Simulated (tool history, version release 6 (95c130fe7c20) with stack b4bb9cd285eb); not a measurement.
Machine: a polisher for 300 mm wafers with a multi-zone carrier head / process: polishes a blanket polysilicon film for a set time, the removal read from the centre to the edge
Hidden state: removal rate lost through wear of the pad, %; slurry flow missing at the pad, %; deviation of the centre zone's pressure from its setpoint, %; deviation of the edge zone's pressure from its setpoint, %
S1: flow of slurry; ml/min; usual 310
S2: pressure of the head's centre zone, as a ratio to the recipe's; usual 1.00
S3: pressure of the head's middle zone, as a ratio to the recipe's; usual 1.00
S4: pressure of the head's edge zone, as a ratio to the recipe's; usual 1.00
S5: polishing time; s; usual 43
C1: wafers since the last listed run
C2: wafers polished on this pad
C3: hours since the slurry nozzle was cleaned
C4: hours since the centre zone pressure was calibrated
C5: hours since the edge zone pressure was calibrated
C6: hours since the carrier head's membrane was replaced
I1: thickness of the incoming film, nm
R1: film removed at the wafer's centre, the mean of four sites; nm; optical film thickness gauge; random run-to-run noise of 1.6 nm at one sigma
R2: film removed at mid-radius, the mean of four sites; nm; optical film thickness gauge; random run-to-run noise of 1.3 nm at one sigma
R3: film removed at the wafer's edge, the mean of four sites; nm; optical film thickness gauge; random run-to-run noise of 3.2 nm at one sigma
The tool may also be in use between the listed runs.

{"run": 1, "hour": 0.0, "S1": 310, "S2": 0.97, "S3": 1.0, "S4": 1.0, "S5": 43, "C1": 0, "C2": 489, "C3": 56.0, "C4": 764.1, "C5": 239.4, "C6": 755.0, "I1": 2254.2, "R1": 223.0, "R2": 220.6, "R3": 227.8}
{"run": 2, "hour": 95.6, "S1": 310, "S2": 0.97, "S3": 1.0, "S4": 1.0, "S5": 43, "C1": 1678, "C2": 2168, "C3": 151.6, "C4": 859.7, "C5": 335.0, "C6": 850.6, "I1": 2295.8, "R1": 220.8, "R2": 214.9, "R3": 229.3}
{"run": 3, "hour": 190.3, "S1": 310, "S2": 1.0, "S3": 1.0, "S4": 1.0, "S5": 43, "C1": 1662, "C2": 3830, "C3": 246.3, "C4": 954.4, "C5": 429.7, "C6": 945.3, "I1": 2281.7, "R1": 226.7, "R2": 220.1, "R3": 230.2}
{"hour": 217.5, "done": "worn pad replaced by a new one"}
{"run": 4, "hour": 244.1, "S1": 310, "S2": 1.0, "S3": 1.0, "S4": 1.0, "S5": 37, "C1": 874, "C2": 466, "C3": 300.1, "C4": 1008.2, "C5": 483.5, "C6": 999.1, "I1": 2266.6, "R1": 193.0, "R2": 186.9, "R3": 191.8}
{"run": 5, "hour": 329.3, "S1": 310, "S2": 1.0, "S3": 1.0, "S4": 1.0, "S5": 37, "C1": 1495, "C2": 1962, "C3": 385.3, "C4": 1093.4, "C5": 568.7, "C6": 1084.3, "I1": 2302.9, "R1": 190.8, "R2": 183.9, "R3": 195.0}
{"run": 6, "hour": 408.2, "S1": 310, "S2": 1.0, "S3": 1.0, "S4": 1.0, "S5": 43, "C1": 1385, "C2": 3347, "C3": 464.2, "C4": 1172.3, "C5": 647.6, "C6": 1163.2, "I1": 2265.9, "R1": 223.0, "R2": 211.5, "R3": 221.5}
{"hour": 478.0, "done": "worn pad replaced by a new one"}
{"hour": 484.1, "done": "slurry nozzle cleaned"}
{"run": 7, "hour": 485.5, "S1": 310, "S2": 1.0, "S3": 1.0, "S4": 1.0, "S5": 43, "C1": 1269, "C2": 113, "C3": 1.4, "C4": 1249.6, "C5": 724.9, "C6": 1240.5, "I1": 2252.7, "R1": 230.0, "R2": 220.9, "R3": 226.9}
{"hour": 516.9, "done": "carrier head's membrane replaced by a new one"}
{"run": 8, "hour": 546.4, "S1": 310, "S2": 1.0, "S3": 1.0, "S4": 1.0, "S5": 43, "C1": 981, "C2": 1094, "C3": 62.3, "C4": 1310.5, "C5": 785.8, "C6": 29.5, "I1": 2243.9, "R1": 228.0, "R2": 218.9, "R3": 229.2}
{"run": 9, "hour": 624.3, "S1": 310, "S2": 1.0, "S3": 1.0, "S4": 0.95, "S5": 43, "C1": 1367, "C2": 2462, "C3": 140.2, "C4": 1388.4, "C5": 863.7, "C6": 107.4, "I1": 2279.7, "R1": 230.2, "R2": 217.0, "R3": 220.0}
{"hour": 670.0, "done": "edge zone pressure recalibrated"}
{"hour": 673.1, "done": "centre zone pressure recalibrated"}
{"run": 10, "hour": 701.5, "S1": 310, "S2": 1.03, "S3": 1.0, "S4": 1.04, "S5": 48, "C1": 1285, "C2": 3747, "C3": 217.4, "C4": 28.4, "C5": 31.5, "C6": 184.6, "I1": 2256.0, "R1": 261.2, "R2": 242.3, "R3": 259.0}
{"hour": 760.3, "done": "worn pad replaced by a new one"}
{"run": 11, "hour": 799.5, "S1": 310, "S2": 1.0, "S3": 1.0, "S4": 1.0, "S5": 43, "C1": 1650, "C2": 687, "C3": 315.4, "C4": 126.4, "C5": 129.5, "C6": 282.6, "I1": 2277.7, "R1": 226.5, "R2": 215.0, "R3": 229.3}
{"run": 12, "hour": 905.1, "S1": 310, "S2": 1.11, "S3": 0.88, "S4": 0.95, "S5": 52, "C1": 1853, "C2": 2541, "C3": 421.0, "C4": 232.0, "C5": 235.1, "C6": 388.2, "I1": 2263.4, "R1": 300.4, "R2": 237.2, "R3": 272.5}
{"hour": 980.7, "done": "worn pad replaced by a new one"}
{"run": 13, "hour": 1005.3, "S1": 310, "S2": 1.11, "S3": 0.93, "S4": 1.0, "S5": 28, "C1": 1688, "C2": 431, "C3": 521.2, "C4": 332.2, "C5": 335.3, "C6": 488.4, "I1": 2291.7, "R1": 159.1, "R2": 131.3, "R3": 147.0}
{"hour": 1036.3, "done": "slurry nozzle cleaned"}
{"run": 14, "hour": 1108.4, "S1": 310, "S2": 1.0, "S3": 1.11, "S4": 0.93, "S5": 43, "C1": 1792, "C2": 2223, "C3": 72.1, "C4": 435.3, "C5": 438.4, "C6": 591.5, "I1": 2295.1, "R1": 228.0, "R2": 237.2, "R3": 220.6}
{"run": 15, "hour": 1191.8, "S1": 310, "S2": 0.97, "S3": 1.0, "S4": 1.0, "S5": 43, "C1": 1464, "C2": 3687, "C3": 155.5, "C4": 518.7, "C5": 521.8, "C6": 674.9, "I1": 2280.8, "R1": 222.1, "R2": 217.1, "R3": 223.8}
{"hour": 1250.4, "done": "worn pad replaced by a new one"}
{"run": 16, "hour": 1256.3, "S1": 310, "S2": 0.93, "S3": 1.06, "S4": 0.97, "S5": 43, "C1": 1062, "C2": 102, "C3": 220.0, "C4": 583.2, "C5": 586.3, "C6": 739.4, "I1": 2264.7, "R1": 210.6, "R2": 225.1, "R3": 225.8}

What if the next run were any one of these 3? Each begins from the tool's condition after run 16:
{"run": "A", "hour": 1256.7, "S1": 310, "S2": 1.0, "S3": 1.0, "S4": 1.0, "S5": 43, "C1": 7, "C2": 109, "C3": 220.4, "C4": 583.6, "C5": 586.7, "C6": 739.8, "I1": 2244.8, "R1": "?", "R2": "?", "R3": "?"}
{"run": "B", "hour": 1256.7, "S1": 310, "S2": 1.07, "S3": 0.93, "S4": 1.0, "S5": 58, "C1": 7, "C2": 109, "C3": 220.4, "C4": 583.6, "C5": 586.7, "C6": 739.8, "I1": 2244.8, "R1": "?", "R2": "?", "R3": "?"}
{"run": "C", "hour": 1256.7, "S1": 310, "S2": 1.04, "S3": 1.09, "S4": 1.0, "S5": 43, "C1": 7, "C2": 109, "C3": 220.4, "C4": 583.6, "C5": 586.7, "C6": 739.8, "I1": 2244.8, "R1": "?", "R2": "?", "R3": "?"}

run=A R1=226.5 R2=215.9 R3=230.4
run=B R1=327.0 R2=275.6 R3=311.1
run=C R1=235.8 R2=230.7 R3=230.2
With the hidden condition removed and each run's random variation left untouched, the same runs would have given:
run=A R1=231.6 R2=220.3 R3=234.0
run=B R1=334.3 R2=281.2 R3=315.8
run=C R1=241.1 R2=235.4 R3=233.7

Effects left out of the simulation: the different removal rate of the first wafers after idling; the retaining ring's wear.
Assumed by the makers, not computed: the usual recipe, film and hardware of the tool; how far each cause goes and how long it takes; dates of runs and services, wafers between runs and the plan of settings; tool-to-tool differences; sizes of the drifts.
